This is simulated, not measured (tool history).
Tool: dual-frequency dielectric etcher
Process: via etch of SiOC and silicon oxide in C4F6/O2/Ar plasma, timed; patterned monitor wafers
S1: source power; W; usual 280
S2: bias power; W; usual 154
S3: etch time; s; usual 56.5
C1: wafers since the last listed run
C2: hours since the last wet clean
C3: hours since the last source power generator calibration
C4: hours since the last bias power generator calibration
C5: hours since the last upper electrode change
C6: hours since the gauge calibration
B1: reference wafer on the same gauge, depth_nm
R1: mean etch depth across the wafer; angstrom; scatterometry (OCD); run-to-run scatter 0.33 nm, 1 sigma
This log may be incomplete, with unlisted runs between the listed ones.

Run 1, hour 0: usual settings; C1 0; C2 282.6; C3 1646; C4 4032.4; C5 4734.7; C6 179.6; B1 46. Result: R1 474 angstrom.
Run 2, hour 6.3: usual settings; C1 111; C2 288.9; C3 1652.3; C4 4038.7; C5 4741; C6 185.9; B1 46.1. Result: R1 476 angstrom.
Run 3, hour 14.2: usual settings; C1 139; C2 296.8; C3 1660.2; C4 4046.6; C5 4748.9; C6 193.8; B1 46.2. Result: R1 475 angstrom.
Run 4, hour 31.2: usual settings; C1 300; C2 313.8; C3 1677.2; C4 4063.6; C5 4765.9; C6 210.8; B1 46. Result: R1 471 angstrom.
Run 5, hour 45: usual settings; C1 243; C2 327.6; C3 1691; C4 4077.4; C5 4779.7; C6 224.6; B1 46. Result: R1 473 angstrom.
Run 6, hour 52.2: usual settings; C1 127; C2 334.8; C3 1698.2; C4 4084.6; C5 4786.9; C6 231.8; B1 46. Result: R1 472 angstrom.
Run 7, hour 63.2: usual settings but S2 177 W; C1 194; C2 345.8; C3 1709.2; C4 4095.6; C5 4797.9; C6 242.8; B1 46. Result: R1 484 angstrom.
At hour 113.4: upper electrode replaced.
Run 8, hour 113.9: usual settings but S2 177 W; C1 471; C2 396.5; C3 1759.9; C4 4146.3; C5 0.5; C6 293.5; B1 46. Result: R1 487 angstrom.
Run 9, hour 118.3: usual settings but S2 177 W; C1 77; C2 400.9; C3 1764.3; C4 4150.7; C5 4.9; C6 297.9; B1 46.1. Result: R1 486 angstrom.
Run 10, hour 132.3: usual settings; C1 247; C2 414.9; C3 1778.3; C4 4164.7; C5 18.9; C6 311.9; B1 46.2. Result: R1 476 angstrom.
Run 11, hour 142.9: usual settings; C1 187; C2 425.5; C3 1788.9; C4 4175.3; C5 29.5; C6 322.5; B1 46.1. Result: R1 475 angstrom.
Run 12, hour 154.3: usual settings; C1 201; C2 436.9; C3 1800.3; C4 4186.7; C5 40.9; C6 333.9; B1 46.1. Result: R1 476 angstrom.
At hour 184: wet clean of the chamber.
Run 13, hour 184.5: usual settings; C1 109; C2 0.5; C3 1830.5; C4 4216.9; C5 71.1; C6 364.1; B1 46.1. Result: R1 469 angstrom.
Run 14, hour 187.4: usual settings but S1 250 W; C1 51; C2 3.4; C3 1833.4; C4 4219.8; C5 74; C6 367; B1 46.1. Result: R1 452 angstrom.
Run 15, hour 201.2: usual settings but S2 190 W, S3 41 s; C1 243; C2 17.2; C3 1847.2; C4 4233.6; C5 87.8; C6 380.8; B1 45.9. Result: R1 359 angstrom.
Run 16, hour 210.1: usual settings but S2 185 W, S3 47.5 s; C1 157; C2 26.1; C3 1856.1; C4 4242.5; C5 96.7; C6 389.7; B1 46.1. Result: R1 413 angstrom.
At hour 221.8: gauge calibrated.
Run 17, hour 224: usual settings; C1 245; C2 40; C3 1870; C4 4256.4; C5 110.6; C6 2.2; B1 46.1. Result: R1 470 angstrom.
Run 18, hour 241.5: usual settings but S3 65.5 s; C1 308; C2 57.5; C3 1887.5; C4 4273.9; C5 128.1; C6 19.7; B1 46.1. Result: R1 548 angstrom.
Run 19, hour 252.1: usual settings; C1 187; C2 68.1; C3 1898.1; C4 4284.5; C5 138.7; C6 30.3; B1 46.1. Result: R1 472 angstrom.
At hour 262.3: bias power generator calibrated.
Run 20, hour 265: usual settings but S1 230 W, S2 180 W, S3 72.5 s; C1 157; C2 81; C3 1911; C4 2.7; C5 151.6; C6 43.2; B1 46.1. Result: R1 570 angstrom.
At hour 271.9: source power generator calibrated.
Run 21, hour 275.9: usual settings but S1 230 W, S2 167 W; C1 121; C2 91.9; C3 4; C4 13.6; C5 162.5; C6 54.1; B1 46.1. Result: R1 436 angstrom.
Run 22, hour 291.8: usual settings but S1 340 W, S2 117 W, S3 40.5 s; C1 280; C2 107.8; C3 19.9; C4 29.5; C5 178.4; C6 70; B1 46.2. Result: R1 350 angstrom.
Run 23, hour 301.8: usual settings but S1 260 W, S3 64.5 s; C1 176; C2 117.8; C3 29.9; C4 39.5; C5 188.4; C6 80; B1 46. Result: R1 521 angstrom.
Run 24, hour 319.3: usual settings but S1 230 W; C1 308; C2 135.3; C3 47.4; C4 57; C5 205.9; C6 97.5; B1 46.1. Result: R1 432 angstrom.
Run 25, hour 342.7: usual settings but S1 340 W, S2 178 W, S3 71 s; C1 413; C2 158.7; C3 70.8; C4 80.4; C5 229.3; C6 120.9; B1 46.1. Result: R1 657 angstrom.
Run 26, hour 351.2: usual settings but S2 177 W; C1 150; C2 167.2; C3 79.3; C4 88.9; C5 237.8; C6 129.4; B1 46.1. Result: R1 486 angstrom.
Run 27, hour 363: usual settings but S1 310 W, S2 190 W, S3 48.5 s; C1 208; C2 179; C3 91.1; C4 100.7; C5 249.6; C6 141.2; B1 46.1. Result: R1 444 angstrom.
Run 28, hour 374.6: usual settings; C1 204; C2 190.6; C3 102.7; C4 112.3; C5 261.2; C6 152.8; B1 46. Result: R1 477 angstrom.
Run 29, hour 392.5: usual settings; C1 315; C2 208.5; C3 120.6; C4 130.2; C5 279.1; C6 170.7; B1 46.1. Result: R1 478 angstrom.

For each entry between runs, how does the tool's hidden state at the last listed run before it compare with that at the first listed run after it?
Run 7 -> run 8: upper electrode replaced (hour 113.4)
  nothing in the hidden state changes from one run to the other
Run 12 -> run 13: wet clean of the chamber (hour 184)
  nothing in the hidden state changes from one run to the other
Run 16 -> run 17: gauge calibrated (hour 221.8)
  nothing in the hidden state changes from one run to the other
Run 19 -> run 20: bias power generator calibrated (hour 262.3)
  nothing in the hidden state changes from one run to the other
Run 20 -> run 21: source power generator calibrated (hour 271.9)
  nothing in the hidden state changes from one run to the other

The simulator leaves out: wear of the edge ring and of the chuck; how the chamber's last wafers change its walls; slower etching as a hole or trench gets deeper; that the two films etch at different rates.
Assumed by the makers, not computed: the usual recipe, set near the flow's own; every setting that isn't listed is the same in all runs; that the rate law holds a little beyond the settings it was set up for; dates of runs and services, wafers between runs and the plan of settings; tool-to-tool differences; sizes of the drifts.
